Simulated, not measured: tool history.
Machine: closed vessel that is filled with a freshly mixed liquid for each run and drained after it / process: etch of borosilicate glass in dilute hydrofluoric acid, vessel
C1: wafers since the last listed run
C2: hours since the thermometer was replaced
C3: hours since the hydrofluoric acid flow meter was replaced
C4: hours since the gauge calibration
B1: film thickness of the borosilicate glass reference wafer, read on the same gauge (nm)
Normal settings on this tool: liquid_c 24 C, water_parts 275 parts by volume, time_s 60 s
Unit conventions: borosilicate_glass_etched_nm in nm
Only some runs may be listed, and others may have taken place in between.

run 1 day=0 | liquid_c=24 water_parts=275 time_s=60 | C1=0 C2=337.3 C3=650.6 C4=2025.4 | B1=79.98 | borosilicate_glass_etched_nm=8.19
run 2 day=3 | liquid_c=24 water_parts=275 time_s=60 | C1=4772 C2=409.3 C3=722.6 C4=2097.4 | B1=80.02 | borosilicate_glass_etched_nm=7.94
run 3 day=6.75 | liquid_c=26.5 water_parts=275 time_s=80 | C1=5965 C2=499.3 C3=812.6 C4=2187.4 | B1=80.01 | borosilicate_glass_etched_nm=11.52
run 4 day=8.4 | liquid_c=24 water_parts=275 time_s=60 | C1=2624 C2=538.9 C3=852.2 C4=2227 | B1=80.01 | borosilicate_glass_etched_nm=7.91
-- day=8.771 hydrofluoric acid flow meter replaced
run 5 day=11.696 | liquid_c=24 water_parts=275 time_s=60 | C1=5176 C2=618 C3=70.2 C4=2306.1 | B1=79.98 | borosilicate_glass_etched_nm=8.48
run 6 day=15.325 | liquid_c=24 water_parts=235 time_s=60 | C1=5773 C2=705.1 C3=157.3 C4=2393.2 | B1=79.99 | borosilicate_glass_etched_nm=10.17
run 7 day=19.075 | liquid_c=24 water_parts=235 time_s=60 | C1=5965 C2=795.1 C3=247.3 C4=2483.2 | B1=80.02 | borosilicate_glass_etched_nm=9.98
-- day=19.375 thermometer replaced
run 8 day=22.104 | liquid_c=24 water_parts=275 time_s=45 | C1=4752 C2=65.5 C3=320 C4=2555.9 | B1=80.02 | borosilicate_glass_etched_nm=6.74
run 9 day=27.567 | liquid_c=24 water_parts=275 time_s=45 | C1=8689 C2=196.6 C3=451.1 C4=2687 | B1=79.97 | borosilicate_glass_etched_nm=6.48
run 10 day=30.983 | liquid_c=24 water_parts=275 time_s=45 | C1=5435 C2=278.6 C3=533.1 C4=2769 | B1=80.01 | borosilicate_glass_etched_nm=6.42
run 11 day=36.571 | liquid_c=24 water_parts=220 time_s=60 | C1=8888 C2=412.7 C3=667.2 C4=2903.1 | B1=79.99 | borosilicate_glass_etched_nm=10.97
run 12 day=39.946 | liquid_c=21.5 water_parts=275 time_s=60 | C1=5368 C2=493.7 C3=748.2 C4=2984.1 | B1=80 | borosilicate_glass_etched_nm=7.39
run 13 day=42.692 | liquid_c=21.5 water_parts=275 time_s=60 | C1=4368 C2=559.6 C3=814.1 C4=3050 | B1=80 | borosilicate_glass_etched_nm=7.43
-- day=45.883 hydrofluoric acid flow meter replaced
run 14 day=46.467 | liquid_c=24 water_parts=275 time_s=60 | C1=5938 C2=650.2 C3=14 C4=3140.6 | B1=80.01 | borosilicate_glass_etched_nm=8.62
run 15 day=50.804 | liquid_c=24 water_parts=275 time_s=60 | C1=6900 C2=754.3 C3=118.1 C4=3244.7 | B1=80.01 | borosilicate_glass_etched_nm=8.43
run 16 day=54.938 | liquid_c=24 water_parts=275 time_s=70 | C1=6575 C2=853.5 C3=217.3 C4=3343.9 | B1=80.01 | borosilicate_glass_etched_nm=9.59
-- day=56.671 thermometer replaced
run 17 day=58.1 | liquid_c=22.5 water_parts=195 time_s=30 | C1=4964 C2=34.3 C3=293.2 C4=3419.8 | B1=80.04 | borosilicate_glass_etched_nm=6.55
run 18 day=59.971 | liquid_c=24 water_parts=275 time_s=60 | C1=2976 C2=79.2 C3=338.1 C4=3464.7 | B1=80.01 | borosilicate_glass_etched_nm=9.02
run 19 day=64.025 | liquid_c=21.5 water_parts=380 time_s=30 | C1=6449 C2=176.5 C3=435.4 C4=3562 | B1=80.04 | borosilicate_glass_etched_nm=2.64
run 20 day=66.65 | liquid_c=24 water_parts=275 time_s=35 | C1=4175 C2=239.5 C3=498.4 C4=3625 | B1=80.04 | borosilicate_glass_etched_nm=5.01
-- day=69.758 gauge calibrated
run 21 day=70.858 | liquid_c=24 water_parts=275 time_s=60 | C1=6694 C2=340.5 C3=599.4 C4=26.4 | B1=80.01 | borosilicate_glass_etched_nm=8.48
run 22 day=72.996 | liquid_c=24 water_parts=190 time_s=60 | C1=3400 C2=391.8 C3=650.7 C4=77.7 | B1=79.98 | borosilicate_glass_etched_nm=13.05
-- day=75.025 hydrofluoric acid flow meter replaced
run 23 day=76.575 | liquid_c=22 water_parts=275 time_s=80 | C1=5627 C2=477.7 C3=37.2 C4=163.6 | B1=79.99 | borosilicate_glass_etched_nm=10.8
run 24 day=79.929 | liquid_c=24 water_parts=275 time_s=60 | C1=5335 C2=558.2 C3=117.7 C4=244.1 | B1=79.98 | borosilicate_glass_etched_nm=8.77
run 25 day=83.142 | liquid_c=28 water_parts=230 time_s=90 | C1=5110 C2=635.3 C3=194.8 C4=321.2 | B1=80 | borosilicate_glass_etched_nm=18.67

Run 26 is up next; what results do you expect?
run 26 day=85.588 | liquid_c=20 water_parts=175 time_s=40 | C1=3890 C2=694 C3=253.5 C4=379.9 | B1=? | borosilicate_glass_etched_nm=?

{"run 26": {"B1": 80, "borosilicate_glass_etched_nm": 8.32}}
With no hidden state in the tool, this same run would have given borosilicate_glass_etched_nm 9.31 nm.

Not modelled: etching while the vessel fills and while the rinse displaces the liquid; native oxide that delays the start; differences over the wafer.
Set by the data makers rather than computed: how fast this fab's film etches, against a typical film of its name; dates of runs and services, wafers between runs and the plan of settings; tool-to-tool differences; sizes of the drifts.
